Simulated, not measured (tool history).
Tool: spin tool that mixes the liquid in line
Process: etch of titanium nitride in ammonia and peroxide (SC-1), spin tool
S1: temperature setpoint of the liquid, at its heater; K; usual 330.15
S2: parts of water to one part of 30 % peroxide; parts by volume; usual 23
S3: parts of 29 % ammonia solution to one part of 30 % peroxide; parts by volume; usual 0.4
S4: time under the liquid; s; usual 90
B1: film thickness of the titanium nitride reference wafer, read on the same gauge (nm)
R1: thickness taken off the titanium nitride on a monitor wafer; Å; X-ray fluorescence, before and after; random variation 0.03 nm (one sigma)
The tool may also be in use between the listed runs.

run,hour,S1,S2,S3,S4,B1,R1
1,0,330.15,23,0.3,90,120,57.2
2,8.9,330.15,23,0.3,90,119.98,56.7
3,25.8,330.15,23,0.3,90,120,56.6
4,31.9,325.15,23,0.4,90,119.98,42
5,48.7,325.15,23,0.4,90,120,41.7
6,60,325.15,23,0.4,90,120,41.9
7,74.7,330.15,23,0.4,90,120.03,59.3
8,80.8,330.15,23,0.4,90,119.99,59.4
9,93.9,330.15,23,0.4,90,120.02,59.1
# hour 95.6: thermometer replaced
10,106.4,330.15,23,0.45,90,120.03,73.1
# hour 107.7: heated supply line repaired
11,118.7,326.65,28,0.4,90,120.02,68.2
12,130.5,330.15,34,0.4,90,119.99,77.7
13,137.8,330.15,23,0.6,90,120.02,104.8
14,152.5,330.15,26,0.2,40,119.97,35.1
# hour 160.8: ammonia flow meter replaced
15,168,330.15,23,0.6,90,120.02,103.6
16,178.7,330.15,23,0.4,90,120.02,96.6
# hour 182: new drum of ammonia solution connected
# hour 183.5: gauge calibrated
17,186.5,330.15,23,0.4,55,119.98,58.3
18,201,330.15,23,0.5,90,120.01,99.6
19,212.9,338.65,17,0.55,90,119.99,208.5
20,228.9,330.15,23,0.4,90,119.99,94.5
21,243.1,333.65,23,0.45,135,119.99,182.7

3 ways to go on from here, each from the tool as it stands after run 21. What would each give?
A,243.5,330.15,23,0.4,90,?,?
B,243.5,330.15,28,0.55,90,?,?
C,243.5,330.15,23,0.4,110,?,?

run,B1,R1
A,120,95
B,120,90.2
C,120,116.1
Without the tool's hidden state the same runs would have given:
run,R1
A,99.4
B,94.4
C,121.5
